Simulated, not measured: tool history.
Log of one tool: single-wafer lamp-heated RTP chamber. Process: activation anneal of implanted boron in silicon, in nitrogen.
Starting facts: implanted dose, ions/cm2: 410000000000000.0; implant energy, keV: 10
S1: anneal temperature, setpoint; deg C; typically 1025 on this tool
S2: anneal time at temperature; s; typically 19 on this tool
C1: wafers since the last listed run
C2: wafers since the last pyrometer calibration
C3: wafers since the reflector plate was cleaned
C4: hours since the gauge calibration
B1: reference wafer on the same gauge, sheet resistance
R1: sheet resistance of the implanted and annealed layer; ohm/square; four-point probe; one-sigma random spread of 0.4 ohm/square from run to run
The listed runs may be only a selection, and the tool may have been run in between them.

{"run": 1, "hour": 0.0, "S1": 1025, "S2": 19, "C1": 0, "C2": 426, "C3": 2316, "C4": 495.4, "B1": 281.52, "R1": 265.04}
{"run": 2, "hour": 76.1, "S1": 1025, "S2": 19, "C1": 1554, "C2": 1980, "C3": 3871, "C4": 571.5, "B1": 281.37, "R1": 264.63}
{"run": 3, "hour": 154.0, "S1": 1025, "S2": 19, "C1": 1590, "C2": 3571, "C3": 5461, "C4": 649.4, "B1": 280.94, "R1": 264.98}
{"run": 4, "hour": 252.1, "S1": 1025, "S2": 26, "C1": 2003, "C2": 5574, "C3": 7465, "C4": 747.5, "B1": 280.79, "R1": 263.57}
{"run": 5, "hour": 349.7, "S1": 1025, "S2": 26, "C1": 1993, "C2": 7568, "C3": 9458, "C4": 845.1, "B1": 280.66, "R1": 263.46}
{"run": 6, "hour": 414.0, "S1": 1042, "S2": 19, "C1": 1313, "C2": 8881, "C3": 10771, "C4": 909.4, "B1": 280.54, "R1": 263.08}
{"run": 7, "hour": 462.0, "S1": 1025, "S2": 19, "C1": 980, "C2": 9861, "C3": 11752, "C4": 957.4, "B1": 280.56, "R1": 263.69}
{"hour": 508.6, "done": "pyrometer window cleaned and pyrometer calibrated"}
{"hour": 559.5, "done": "reflector plate cleaned"}
{"run": 8, "hour": 678.7, "S1": 1025, "S2": 19, "C1": 4098, "C2": 3310, "C3": 2434, "C4": 1174.1, "B1": 280.04, "R1": 263.98}
{"run": 9, "hour": 744.7, "S1": 1025, "S2": 19, "C1": 1347, "C2": 4658, "C3": 3782, "C4": 1240.1, "B1": 280.08, "R1": 263.76}
{"run": 10, "hour": 848.3, "S1": 1025, "S2": 19, "C1": 2115, "C2": 6773, "C3": 5898, "C4": 1343.7, "B1": 279.95, "R1": 263.55}
{"run": 11, "hour": 944.1, "S1": 1025, "S2": 19, "C1": 1956, "C2": 8730, "C3": 7855, "C4": 1439.5, "B1": 279.69, "R1": 264.32}
{"hour": 976.7, "done": "pyrometer window cleaned and pyrometer calibrated"}
{"run": 12, "hour": 995.5, "S1": 1025, "S2": 19, "C1": 886, "C2": 384, "C3": 8741, "C4": 1490.9, "B1": 279.77, "R1": 263.61}
{"hour": 1107.8, "done": "reflector plate cleaned"}
{"run": 13, "hour": 1256.0, "S1": 1025, "S2": 12, "C1": 5156, "C2": 5541, "C3": 3025, "C4": 1751.4, "B1": 279.57, "R1": 263.65}
{"run": 14, "hour": 1359.7, "S1": 1025, "S2": 19, "C1": 2117, "C2": 7659, "C3": 5143, "C4": 1855.1, "B1": 279.58, "R1": 263.28}
{"hour": 1457.3, "done": "pyrometer window cleaned and pyrometer calibrated"}
{"run": 15, "hour": 1457.8, "S1": 1025, "S2": 19, "C1": 1840, "C2": 9, "C3": 6983, "C4": 1953.2, "B1": 279.43, "R1": 262.66}
{"hour": 1480.7, "done": "gauge calibrated"}
{"run": 16, "hour": 1498.1, "S1": 1025, "S2": 19, "C1": 823, "C2": 832, "C3": 7806, "C4": 17.4, "B1": 283.42, "R1": 266.35}
{"run": 17, "hour": 1544.2, "S1": 1008, "S2": 19, "C1": 941, "C2": 1774, "C3": 8748, "C4": 63.5, "B1": 283.13, "R1": 268.08}
{"run": 18, "hour": 1647.3, "S1": 1037, "S2": 24, "C1": 2105, "C2": 3880, "C3": 10853, "C4": 166.6, "B1": 282.58, "R1": 264.98}
{"hour": 1655.7, "done": "reflector plate cleaned"}
{"run": 19, "hour": 1710.1, "S1": 1012, "S2": 14, "C1": 1119, "C2": 4999, "C3": 1111, "C4": 229.4, "B1": 282.24, "R1": 267.68}
{"run": 20, "hour": 1756.2, "S1": 1010, "S2": 15, "C1": 941, "C2": 5940, "C3": 2052, "C4": 275.5, "B1": 281.95, "R1": 267.22}
{"run": 21, "hour": 1847.9, "S1": 1025, "S2": 19, "C1": 1872, "C2": 7813, "C3": 3925, "C4": 367.2, "B1": 281.52, "R1": 265.45}
{"run": 22, "hour": 1893.6, "S1": 1013, "S2": 22, "C1": 933, "C2": 8746, "C3": 4859, "C4": 412.9, "B1": 281.29, "R1": 265.18}
{"hour": 1923.3, "done": "pyrometer window cleaned and pyrometer calibrated"}
{"run": 23, "hour": 1965.8, "S1": 1025, "S2": 19, "C1": 1311, "C2": 868, "C3": 6170, "C4": 485.1, "B1": 281.12, "R1": 264.07}
{"run": 24, "hour": 2070.2, "S1": 1044, "S2": 9, "C1": 2132, "C2": 3000, "C3": 8302, "C4": 589.5, "B1": 280.57, "R1": 265.04}
{"run": 25, "hour": 2163.4, "S1": 1047, "S2": 24, "C1": 1903, "C2": 4903, "C3": 10205, "C4": 682.7, "B1": 280.44, "R1": 261.88}
{"hour": 2214.9, "done": "reflector plate cleaned"}
{"run": 26, "hour": 2215.4, "S1": 1036, "S2": 15, "C1": 898, "C2": 5802, "C3": 10, "C4": 734.7, "B1": 280.44, "R1": 264.01}
{"run": 27, "hour": 2268.1, "S1": 1025, "S2": 16, "C1": 1076, "C2": 6878, "C3": 1086, "C4": 787.4, "B1": 280.15, "R1": 264.17}
{"run": 28, "hour": 2333.5, "S1": 1048, "S2": 13, "C1": 1335, "C2": 8214, "C3": 2422, "C4": 852.8, "B1": 280.16, "R1": 263.75}
{"run": 29, "hour": 2402.5, "S1": 1011, "S2": 19, "C1": 1409, "C2": 9623, "C3": 3831, "C4": 921.8, "B1": 279.88, "R1": 263.96}
{"hour": 2428.9, "done": "pyrometer window cleaned and pyrometer calibrated"}
{"run": 30, "hour": 2510.4, "S1": 1025, "S2": 19, "C1": 2040, "C2": 1665, "C3": 5871, "C4": 1029.7, "B1": 279.74, "R1": 263.21}

What differs in the tool's unlogged condition from the final listed run ahead of each entry between runs to the first listed run following it?
Runs 7 to 8: pyrometer window cleaned and pyrometer calibrated (hour 508.6); reflector plate cleaned (hour 559.5)
  gauge reads high (%): -1.26 -> -1.38
  measured result minus the result with no hidden state, R1: -3.37 -> -3.69 ohm/square
Runs 11 to 12: pyrometer window cleaned and pyrometer calibrated (hour 976.7)
  gauge reads high (%): -1.48 -> -1.49
  measured result minus the result with no hidden state, R1: -3.97 -> -3.99 ohm/square
Runs 12 to 13: reflector plate cleaned (hour 1107.8)
  gauge reads high (%): -1.49 -> -1.55
  measured result minus the result with no hidden state, R1: -3.99 -> -4.16 ohm/square
Runs 14 to 15: pyrometer window cleaned and pyrometer calibrated (hour 1457.3)
  gauge reads high (%): -1.57 -> -1.58
  measured result minus the result with no hidden state, R1: -4.19 -> -4.23 ohm/square
Runs 15 to 16: gauge calibrated (hour 1480.7)
  gauge reads high (%): -1.58 -> -0.152
  measured result minus the result with no hidden state, R1: -4.23 -> -0.41 ohm/square
Runs 18 to 19: reflector plate cleaned (hour 1655.7)
  gauge reads high (%): -0.504 -> -0.63
  measured result minus the result with no hidden state, R1: -1.34 -> -1.7 ohm/square
Runs 22 to 23: pyrometer window cleaned and pyrometer calibrated (hour 1923.3)
  gauge reads high (%): -0.936 -> -1.03
  measured result minus the result with no hidden state, R1: -2.5 -> -2.76 ohm/square
Runs 25 to 26: reflector plate cleaned (hour 2214.9)
  gauge reads high (%): -1.26 -> -1.3
  measured result minus the result with no hidden state, R1: -3.33 -> -3.49 ohm/square
Runs 29 to 30: pyrometer window cleaned and pyrometer calibrated (hour 2428.9)
  gauge reads high (%): -1.45 -> -1.51
  measured result minus the result with no hidden state, R1: -3.88 -> -4.05 ohm/square
